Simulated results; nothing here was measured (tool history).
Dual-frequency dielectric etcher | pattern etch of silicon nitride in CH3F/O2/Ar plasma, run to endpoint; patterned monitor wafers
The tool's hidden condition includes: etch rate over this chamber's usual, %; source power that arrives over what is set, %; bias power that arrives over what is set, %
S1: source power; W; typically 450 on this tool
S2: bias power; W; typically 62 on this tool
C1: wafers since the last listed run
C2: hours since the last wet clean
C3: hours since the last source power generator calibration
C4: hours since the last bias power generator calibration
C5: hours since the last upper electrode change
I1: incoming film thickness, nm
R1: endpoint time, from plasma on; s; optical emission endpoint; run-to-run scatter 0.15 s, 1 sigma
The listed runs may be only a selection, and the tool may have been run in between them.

run	hour	S1	S2	C1	C2	C3	C4	C5	I1	R1
1	0	490	62	0	46	2075.2	1319.2	725.4	34.23	48.3
2	78.2	490	62	1432	124.2	2153.4	1397.4	803.6	34.34	48.1
3	349.5	490	62	4970	395.5	2424.7	1668.7	1074.9	34.54	47.7
4	407.4	450	62	1060	453.4	2482.6	1726.6	1132.8	34.45	48.6
# hour 448.5: wet clean of the chamber
5	486.9	450	62	1016	38.4	2562.1	1806.1	1212.3	34.54	50.1
6	575.6	450	62	1625	127.1	2650.8	1894.8	1301	34.67	50
7	679.3	450	62	1900	230.8	2754.5	1998.5	1404.7	34.41	49.1
8	753.3	450	62	1355	304.8	2828.5	2072.5	1478.7	34.35	48.9
9	822.4	450	54	1266	373.9	2897.6	2141.6	1547.8	34.38	51.8
10	924.5	450	54	1870	476	2999.7	2243.7	1649.9	34.16	50.5
# hour 974.7: wet clean of the chamber
11	982.1	520	62	615	7.4	3057.3	2301.3	1707.5	34.3	47.6
12	1042.1	520	62	1099	67.4	3117.3	2361.3	1767.5	34.9	48.4
13	1131.8	450	72	1643	157.1	3207	2451	1857.2	34.56	47
# hour 1292.2: upper electrode replaced
14	1397.9	450	72	4435	423.2	3473.1	2717.1	105.7	34.51	45.9
15	1445.9	380	51	879	471.2	3521.1	2765.1	153.7	34.27	55.8
# hour 1484.3: wet clean of the chamber
16	1499.3	490	77	538	15	3574.5	2818.5	207.1	34.46	44.2
17	1552.6	490	62	976	68.3	3627.8	2871.8	260.4	34.56	48.3
18	1611.1	490	56	1071	126.8	3686.3	2930.3	318.9	34.38	49.9
19	1679.2	520	76	1247	194.9	3754.4	2998.4	387	34.55	42.9
20	1733.6	450	62	996	249.3	3808.8	3052.8	441.4	34.42	48.8
# hour 1747.2: source power generator calibrated
# hour 1770.6: bias power generator calibrated
21	1829.3	540	73	1606	345	82.1	58.7	537.1	34.77	43.6
22	1896.4	350	67	1229	412.1	149.2	125.8	604.2	34.11	51.8
# hour 1939.1: wet clean of the chamber
23	2003	450	62	1513	63.9	255.8	232.4	710.8	34.62	50.6
24	2078.8	540	62	1388	139.7	331.6	308.2	786.6	34.42	46.6
25	2145.9	540	56	1229	206.8	398.7	375.3	853.7	34.94	48.9
26	2236.1	350	54	1652	297	488.9	465.5	943.9	34.41	57.2
27	2325.5	450	62	1638	386.4	578.3	554.9	1033.3	34.09	48.5
28	2416.6	450	55	1669	477.5	669.4	646	1124.4	34.97	51.8

Consider 3 possible next runs. They are alternatives, not a sequence: every one starts from the tool as it was left by run 28. What does each give?
A	2417	450	62	7	477.9	669.8	646.4	1124.8	34.49	?
B	2417	550	46	7	477.9	669.8	646.4	1124.8	34.49	?
C	2417	480	53	7	477.9	669.8	646.4	1124.8	34.49	?

run	R1
A	48.7
B	50.9
C	50.7
Take away the tool's hidden state, keep each run's random variation, and the runs would have read:
run	R1
A	50.3
B	52.6
C	52.3
